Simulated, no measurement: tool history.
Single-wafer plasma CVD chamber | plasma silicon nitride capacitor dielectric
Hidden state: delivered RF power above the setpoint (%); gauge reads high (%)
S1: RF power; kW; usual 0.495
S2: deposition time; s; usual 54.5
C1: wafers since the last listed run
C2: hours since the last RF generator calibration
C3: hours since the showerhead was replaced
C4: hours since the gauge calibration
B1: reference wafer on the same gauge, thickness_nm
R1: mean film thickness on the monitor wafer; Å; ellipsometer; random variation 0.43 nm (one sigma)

Run 1, hour 0.0: usual settings; C1 0; C2 1537.6; C3 4741.5; C4 417.8; B1 86.538. Result: R1 895.26 Å.
Run 2, hour 94.3: usual settings; C1 1073; C2 1631.9; C3 4835.8; C4 512.1; B1 86.499. Result: R1 892.62 Å.
Run 3, hour 117.7: usual settings; C1 266; C2 1655.3; C3 4859.2; C4 535.5; B1 86.559. Result: R1 888.24 Å.
Run 4, hour 149.4: usual settings but S2 46.2 s; C1 360; C2 1687.0; C3 4890.9; C4 567.2; B1 86.509. Result: R1 754.63 Å.
Run 5, hour 177.4: usual settings but S2 46.2 s; C1 318; C2 1715.0; C3 4918.9; C4 595.2; B1 86.597. Result: R1 752.32 Å.
Run 6, hour 206.3: usual settings but S2 46.2 s; C1 329; C2 1743.9; C3 4947.8; C4 624.1; B1 86.449. Result: R1 752.70 Å.
Run 7, hour 222.2: usual settings; C1 181; C2 1759.8; C3 4963.7; C4 640.0; B1 86.414. Result: R1 886.93 Å.
Run 8, hour 238.1: usual settings; C1 181; C2 1775.7; C3 4979.6; C4 655.9; B1 86.583. Result: R1 879.71 Å.
Run 9, hour 250.7: usual settings; C1 143; C2 1788.3; C3 4992.2; C4 668.5; B1 86.579. Result: R1 889.76 Å.
Run 10, hour 286.6: usual settings; C1 408; C2 1824.2; C3 5028.1; C4 704.4; B1 86.428. Result: R1 892.01 Å.
Run 11, hour 345.8: usual settings; C1 674; C2 1883.4; C3 5087.3; C4 763.6; B1 86.509. Result: R1 890.77 Å.
Run 12, hour 367.1: usual settings; C1 242; C2 1904.7; C3 5108.6; C4 784.9; B1 86.694. Result: R1 885.87 Å.
Run 13, hour 402.1: usual settings; C1 398; C2 1939.7; C3 5143.6; C4 819.9; B1 86.506. Result: R1 889.80 Å.
At hour 423.2: RF generator calibrated.
Run 14, hour 423.7: usual settings but S1 0.450 kW, S2 47.6 s; C1 154; C2 0.5; C3 5165.2; C4 841.5; B1 86.624. Result: R1 754.02 Å.

The next listed run, before its measurement:
At hour 439.3: gauge calibrated.
Run 15, hour 454.0: usual settings but S1 0.455 kW, S2 65.1 s; C1 344; C2 30.8; C3 5195.5; C4 14.7; B1 ?. Result: R1 ?.

B1: 86.662
R1: 1029.86 Å
Without the tool's hidden state the same run would have given R1 1029.86 Å.
